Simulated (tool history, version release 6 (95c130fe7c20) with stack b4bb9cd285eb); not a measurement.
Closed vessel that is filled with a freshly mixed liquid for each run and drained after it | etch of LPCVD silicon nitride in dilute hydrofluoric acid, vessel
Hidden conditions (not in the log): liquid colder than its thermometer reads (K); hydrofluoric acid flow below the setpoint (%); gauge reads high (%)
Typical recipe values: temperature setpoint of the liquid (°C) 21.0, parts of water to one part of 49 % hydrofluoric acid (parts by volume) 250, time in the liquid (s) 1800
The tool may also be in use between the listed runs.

run    hour  temperature setpoint of the liquid (°C)  parts of water to one part of 49 % hydrofluoric acid (parts by volume)  time in the liquid (s)  wafers since the last listed run  hours since the thermometer was replaced  hours since the hydrofluoric acid flow meter was replaced  hours since the gauge calibration  read-back film thickness of the LPCVD silicon nitride reference wafer, read on the same gauge (nm)  thickness taken off the LPCVD silicon nitride on a monitor wafer (angstrom)
  1     0.0                                     21.0                                                                     250                    1800                                 0                                    1342.6                                                      327.1                               18.2                                                                                             139.965                                                                        25.66
  2    49.7                                     21.0                                                                     250                    1800                              2598                                    1392.3                                                      376.8                               67.9                                                                                             139.992                                                                        26.07
  3   129.9                                     20.0                                                                     250                    1800                              4192                                    1472.5                                                      457.0                              148.1                                                                                             140.031                                                                        23.82
  4   195.0                                     21.0                                                                     285                    1800                              3403                                    1537.6                                                      522.1                              213.2                                                                                             139.994                                                                        22.29
  5   257.9                                     22.0                                                                     250                    1355                              3288                                    1600.5                                                      585.0                              276.1                                                                                             139.986                                                                        19.94
  6   351.6                                     22.0                                                                     250                    1355                              4898                                    1694.2                                                      678.7                              369.8                                                                                             140.005                                                                        20.00
  7   409.8                                     21.0                                                                     315                    1800                              3042                                    1752.4                                                      736.9                              428.0                                                                                             140.034                                                                        19.48
  8   479.9                                     24.0                                                                     250                    1800                              3664                                    1822.5                                                      807.0                              498.1                                                                                             139.996                                                                        29.03
  9   530.2                                     24.0                                                                     250                    1800                              2629                                    1872.8                                                      857.3                              548.4                                                                                             140.016                                                                        29.13
 10   569.9                                     21.0                                                                     250                    1800                              2075                                    1912.5                                                      897.0                              588.1                                                                                             140.004                                                                        24.08
      630.1  -- gauge calibrated
 11   635.2                                     21.0                                                                     250                    1800                              3413                                    1977.8                                                      962.3                                5.1                                                                                             140.002                                                                        23.55
      701.9  -- thermometer replaced
 12   730.8                                     19.0                                                                     250                    2865                              4945                                      28.9                                                     1057.9                              100.7                                                                                             140.052                                                                        35.40
 13   791.1                                     18.0                                                                     135                    1410                              3152                                      89.2                                                     1118.2                              161.0                                                                                             140.024                                                                        29.38
      860.4  -- hydrofluoric acid flow meter replaced
 14   880.9                                     19.5                                                                     340                    1295                              4642                                     179.0                                                       20.5                              250.8                                                                                             139.974                                                                        13.96
 15   974.4                                     21.0                                                                     300                    1800                              4887                                     272.5                                                      114.0                              344.3                                                                                             139.998                                                                        23.90
 16  1046.9                                     21.0                                                                     135                    1800                              3790                                     345.0                                                      186.5                              416.8                                                                                             139.987                                                                        49.99
 17  1124.7                                     23.0                                                                     250                    1800                              4067                                     422.8                                                      264.3                              494.6                                                                                             139.942                                                                        31.14
 18  1193.7                                     21.0                                                                     250                    1800                              3607                                     491.8                                                      333.3                              563.6                                                                                             139.958                                                                        27.23

Each row is a separate what-if for the run after 18, all from the same tool condition, not one after another. Results?
  A  1194.9                                     21.0                                                                     250                    1800                                62                                     493.0                                                      334.5                              564.8                                                                                                   ?                                                                            ?
  B  1194.9                                     21.0                                                                     140                    2730                                62                                     493.0                                                      334.5                              564.8                                                                                                   ?                                                                            ?
  C  1194.9                                     18.0                                                                     360                    1800                                62                                     493.0                                                      334.5                              564.8                                                                                                   ?                                                                            ?
  D  1194.9                                     18.5                                                                     250                    1800                                62                                     493.0                                                      334.5                              564.8                                                                                                   ?                                                                            ?

run  read-back film thickness of the LPCVD silicon nitride reference wafer, read on the same gauge (nm)  thickness taken off the LPCVD silicon nitride on a monitor wafer (angstrom)
  A                                                                                             140.018                                                                        27.30
  B                                                                                             140.018                                                                        72.82
  C                                                                                             140.018                                                                        15.88
  D                                                                                             140.018                                                                        23.22
What these runs would have given with no unlogged condition in the tool:
run  thickness taken off the LPCVD silicon nitride on a monitor wafer (angstrom)
  A                                                                        29.49
  B                                                                        78.78
  C                                                                        17.14
  D                                                                        25.09
